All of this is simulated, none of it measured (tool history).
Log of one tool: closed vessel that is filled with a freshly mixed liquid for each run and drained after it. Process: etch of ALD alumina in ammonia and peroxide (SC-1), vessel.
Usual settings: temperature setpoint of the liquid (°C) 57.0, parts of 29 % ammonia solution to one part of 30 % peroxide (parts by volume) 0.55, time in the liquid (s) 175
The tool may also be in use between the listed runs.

| run | hour | temperature setpoint of the liquid (°C) | parts of 29 % ammonia solution to one part of 30 % peroxide (parts by volume) | time in the liquid (s) | read-back film thickness of the ALD alumina reference wafer, read on the same gauge (nm) | thickness taken off the ALD alumina on a monitor wafer (Å) |
|---|---|---|---|---|---|---|
| 1 | 0.0 | 51.0 | 0.55 | 175 | 70.02 | 99.9 |
| 2 | 41.8 | 51.0 | 0.55 | 175 | 70.04 | 99.0 |
| 3 | 109.5 | 57.0 | 0.55 | 175 | 70.03 | 138.5 |
|  | 163.4 | new drum of ammonia solution connected |
| 4 | 163.9 | 57.0 | 0.55 | 175 | 70.03 | 138.4 |
| 5 | 212.2 | 57.0 | 0.55 | 175 | 70.00 | 138.3 |
| 6 | 269.3 | 57.0 | 0.30 | 175 | 69.99 | 130.5 |
|  | 327.0 | ammonia flow meter replaced |
| 7 | 333.0 | 57.0 | 0.30 | 175 | 70.00 | 130.8 |
| 8 | 375.1 | 57.0 | 0.70 | 175 | 69.99 | 141.6 |
| 9 | 428.5 | 50.5 | 0.45 | 95 | 69.99 | 52.3 |
| 10 | 459.8 | 57.0 | 0.30 | 175 | 70.01 | 130.0 |
|  | 509.8 | thermometer replaced |
| 11 | 518.3 | 65.0 | 0.25 | 175 | 70.00 | 193.5 |
|  | 546.1 | new drum of ammonia solution connected |
| 12 | 578.6 | 60.0 | 0.80 | 210 | 70.01 | 201.1 |
| 13 | 630.2 | 57.0 | 0.55 | 175 | 69.99 | 138.7 |
| 14 | 698.4 | 57.0 | 0.65 | 245 | 69.98 | 195.7 |

The next listed run, before its measurement:
| 15 | 748.1 | 57.0 | 0.55 | 115 | ? | ? |

read-back film thickness of the ALD alumina reference wafer, read on the same gauge (nm): 69.99
thickness taken off the ALD alumina on a monitor wafer (Å): 90.7
Without the tool's hidden state the same run would have given thickness taken off the ALD alumina on a monitor wafer (Å) 90.7.

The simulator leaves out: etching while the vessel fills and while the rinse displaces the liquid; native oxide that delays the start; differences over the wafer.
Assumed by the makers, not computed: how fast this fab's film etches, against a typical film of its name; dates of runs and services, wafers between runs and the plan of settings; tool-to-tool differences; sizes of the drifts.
